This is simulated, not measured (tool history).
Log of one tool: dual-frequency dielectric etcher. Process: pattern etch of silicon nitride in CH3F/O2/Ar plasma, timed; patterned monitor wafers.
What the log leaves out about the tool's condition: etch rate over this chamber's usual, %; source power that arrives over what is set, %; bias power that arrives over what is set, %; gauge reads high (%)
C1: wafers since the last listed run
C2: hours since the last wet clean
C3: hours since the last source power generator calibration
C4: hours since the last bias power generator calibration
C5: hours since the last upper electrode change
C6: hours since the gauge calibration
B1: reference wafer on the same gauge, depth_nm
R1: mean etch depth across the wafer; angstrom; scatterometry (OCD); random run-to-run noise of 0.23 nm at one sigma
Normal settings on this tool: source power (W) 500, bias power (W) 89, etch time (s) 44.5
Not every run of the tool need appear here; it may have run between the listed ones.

run 1 hour=0.0 | source_power_(W)=500 bias_power_(W)=74 etch_time_(s)=44.5 | C1=0 C2=261.1 C3=1997.1 C4=1687.2 C5=1705.7 C6=1396.9 | B1=37.05 | R1=326.8
run 2 hour=71.5 | source_power_(W)=500 bias_power_(W)=89 etch_time_(s)=37.5 | C1=612 C2=332.6 C3=2068.6 C4=1758.7 C5=1777.2 C6=1468.4 | B1=37.08 | R1=302.9
run 3 hour=104.1 | source_power_(W)=500 bias_power_(W)=89 etch_time_(s)=44.5 | C1=279 C2=365.2 C3=2101.2 C4=1791.3 C5=1809.8 C6=1501.0 | B1=37.16 | R1=357.2
run 4 hour=130.2 | source_power_(W)=500 bias_power_(W)=89 etch_time_(s)=44.5 | C1=223 C2=391.3 C3=2127.3 C4=1817.4 C5=1835.9 C6=1527.1 | B1=37.09 | R1=363.2
-- hour=203.2 wet clean of the chamber
run 5 hour=203.7 | source_power_(W)=500 bias_power_(W)=89 etch_time_(s)=44.5 | C1=424 C2=0.5 C3=2200.8 C4=1890.9 C5=1909.4 C6=1600.6 | B1=37.13 | R1=347.6
run 6 hour=251.8 | source_power_(W)=500 bias_power_(W)=100 etch_time_(s)=44.5 | C1=412 C2=48.6 C3=2248.9 C4=1939.0 C5=1957.5 C6=1648.7 | B1=37.11 | R1=367.9
run 7 hour=290.8 | source_power_(W)=500 bias_power_(W)=89 etch_time_(s)=44.5 | C1=334 C2=87.6 C3=2287.9 C4=1978.0 C5=1996.5 C6=1687.7 | B1=37.14 | R1=347.8
run 8 hour=360.3 | source_power_(W)=500 bias_power_(W)=89 etch_time_(s)=44.5 | C1=595 C2=157.1 C3=2357.4 C4=2047.5 C5=2066.0 C6=1757.2 | B1=37.15 | R1=350.1
run 9 hour=427.9 | source_power_(W)=500 bias_power_(W)=72 etch_time_(s)=40.0 | C1=579 C2=224.7 C3=2425.0 C4=2115.1 C5=2133.6 C6=1824.8 | B1=37.11 | R1=285.6
-- hour=445.0 gauge calibrated
run 10 hour=465.2 | source_power_(W)=500 bias_power_(W)=72 etch_time_(s)=40.0 | C1=319 C2=262.0 C3=2462.3 C4=2152.4 C5=2170.9 C6=20.2 | B1=37.07 | R1=288.5
run 11 hour=521.0 | source_power_(W)=500 bias_power_(W)=89 etch_time_(s)=44.5 | C1=478 C2=317.8 C3=2518.1 C4=2208.2 C5=2226.7 C6=76.0 | B1=37.06 | R1=360.2
run 12 hour=548.4 | source_power_(W)=500 bias_power_(W)=89 etch_time_(s)=44.5 | C1=234 C2=345.2 C3=2545.5 C4=2235.6 C5=2254.1 C6=103.4 | B1=37.11 | R1=357.8
-- hour=591.3 wet clean of the chamber
-- hour=602.3 upper electrode replaced
run 13 hour=616.2 | source_power_(W)=500 bias_power_(W)=89 etch_time_(s)=44.5 | C1=281 C2=24.9 C3=2613.3 C4=2303.4 C5=13.9 C6=171.2 | B1=37.13 | R1=341.4
run 14 hour=649.2 | source_power_(W)=570 bias_power_(W)=76 etch_time_(s)=44.5 | C1=282 C2=57.9 C3=2646.3 C4=2336.4 C5=46.9 C6=204.2 | B1=37.06 | R1=331.2
run 15 hour=684.0 | source_power_(W)=410 bias_power_(W)=89 etch_time_(s)=34.0 | C1=298 C2=92.7 C3=2681.1 C4=2371.2 C5=81.7 C6=239.0 | B1=37.11 | R1=250.0
-- hour=705.3 source power generator calibrated
run 16 hour=734.2 | source_power_(W)=500 bias_power_(W)=96 etch_time_(s)=44.5 | C1=395 C2=142.9 C3=28.9 C4=2421.4 C5=131.9 C6=289.2 | B1=37.07 | R1=361.5
run 17 hour=786.7 | source_power_(W)=500 bias_power_(W)=72 etch_time_(s)=44.5 | C1=449 C2=195.4 C3=81.4 C4=2473.9 C5=184.4 C6=341.7 | B1=37.14 | R1=313.7
run 18 hour=822.5 | source_power_(W)=600 bias_power_(W)=96 etch_time_(s)=54.5 | C1=306 C2=231.2 C3=117.2 C4=2509.7 C5=220.2 C6=377.5 | B1=37.03 | R1=470.8
-- hour=851.2 bias power generator calibrated
run 19 hour=888.8 | source_power_(W)=590 bias_power_(W)=89 etch_time_(s)=44.5 | C1=533 C2=297.5 C3=183.5 C4=37.6 C5=286.5 C6=443.8 | B1=37.06 | R1=372.8
run 20 hour=929.1 | source_power_(W)=500 bias_power_(W)=108 etch_time_(s)=51.5 | C1=345 C2=337.8 C3=223.8 C4=77.9 C5=326.8 C6=484.1 | B1=37.13 | R1=454.4
-- hour=992.8 wet clean of the chamber
run 21 hour=998.7 | source_power_(W)=400 bias_power_(W)=102 etch_time_(s)=38.0 | C1=390 C2=5.9 C3=293.4 C4=147.5 C5=396.4 C6=553.7 | B1=37.08 | R1=297.1
run 22 hour=1028.3 | source_power_(W)=500 bias_power_(W)=89 etch_time_(s)=44.5 | C1=253 C2=35.5 C3=323.0 C4=177.1 C5=426.0 C6=583.3 | B1=37.09 | R1=348.2
run 23 hour=1083.0 | source_power_(W)=500 bias_power_(W)=80 etch_time_(s)=44.5 | C1=468 C2=90.2 C3=377.7 C4=231.8 C5=480.7 C6=638.0 | B1=37.06 | R1=330.7
run 24 hour=1115.4 | source_power_(W)=500 bias_power_(W)=89 etch_time_(s)=44.5 | C1=277 C2=122.6 C3=410.1 C4=264.2 C5=513.1 C6=670.4 | B1=37.08 | R1=348.9
run 25 hour=1173.5 | source_power_(W)=500 bias_power_(W)=89 etch_time_(s)=44.5 | C1=497 C2=180.7 C3=468.2 C4=322.3 C5=571.2 C6=728.5 | B1=37.07 | R1=352.5
run 26 hour=1213.6 | source_power_(W)=500 bias_power_(W)=89 etch_time_(s)=31.5 | C1=343 C2=220.8 C3=508.3 C4=362.4 C5=611.3 C6=768.6 | B1=37.14 | R1=250.4
run 27 hour=1285.5 | source_power_(W)=460 bias_power_(W)=89 etch_time_(s)=44.5 | C1=616 C2=292.7 C3=580.2 C4=434.3 C5=683.2 C6=840.5 | B1=37.15 | R1=351.5
run 28 hour=1334.3 | source_power_(W)=500 bias_power_(W)=89 etch_time_(s)=44.5 | C1=418 C2=341.5 C3=629.0 C4=483.1 C5=732.0 C6=889.3 | B1=37.09 | R1=356.9
run 29 hour=1378.8 | source_power_(W)=500 bias_power_(W)=89 etch_time_(s)=44.5 | C1=381 C2=386.0 C3=673.5 C4=527.6 C5=776.5 C6=933.8 | B1=37.13 | R1=361.6
run 30 hour=1439.8 | source_power_(W)=540 bias_power_(W)=69 etch_time_(s)=40.5 | C1=522 C2=447.0 C3=734.5 C4=588.6 C5=837.5 C6=994.8 | B1=37.12 | R1=299.7
-- hour=1470.0 wet clean of the chamber
run 31 hour=1482.2 | source_power_(W)=500 bias_power_(W)=89 etch_time_(s)=44.5 | C1=157 C2=12.2 C3=776.9 C4=631.0 C5=879.9 C6=1037.2 | B1=37.12 | R1=345.3

Below are 3 alternative next runs, each starting from the tool's condition after run 31. Predict each:
run A hour=1482.6 | source_power_(W)=500 bias_power_(W)=98 etch_time_(s)=44.5 | C1=3 C2=12.6 C3=777.3 C4=631.4 C5=880.3 C6=1037.6 | B1=? | R1=?
run B hour=1482.6 | source_power_(W)=550 bias_power_(W)=89 etch_time_(s)=38.0 | C1=3 C2=12.6 C3=777.3 C4=631.4 C5=880.3 C6=1037.6 | B1=? | R1=?
run C hour=1482.6 | source_power_(W)=500 bias_power_(W)=76 etch_time_(s)=31.5 | C1=3 C2=12.6 C3=777.3 C4=631.4 C5=880.3 C6=1037.6 | B1=? | R1=?

run=A B1=37.08 R1=361.0
run=B B1=37.08 R1=302.7
run=C B1=37.08 R1=226.6
What these runs would have given with no unlogged condition in the tool:
run=A R1=360.8
run=B R1=302.6
run=C R1=226.4
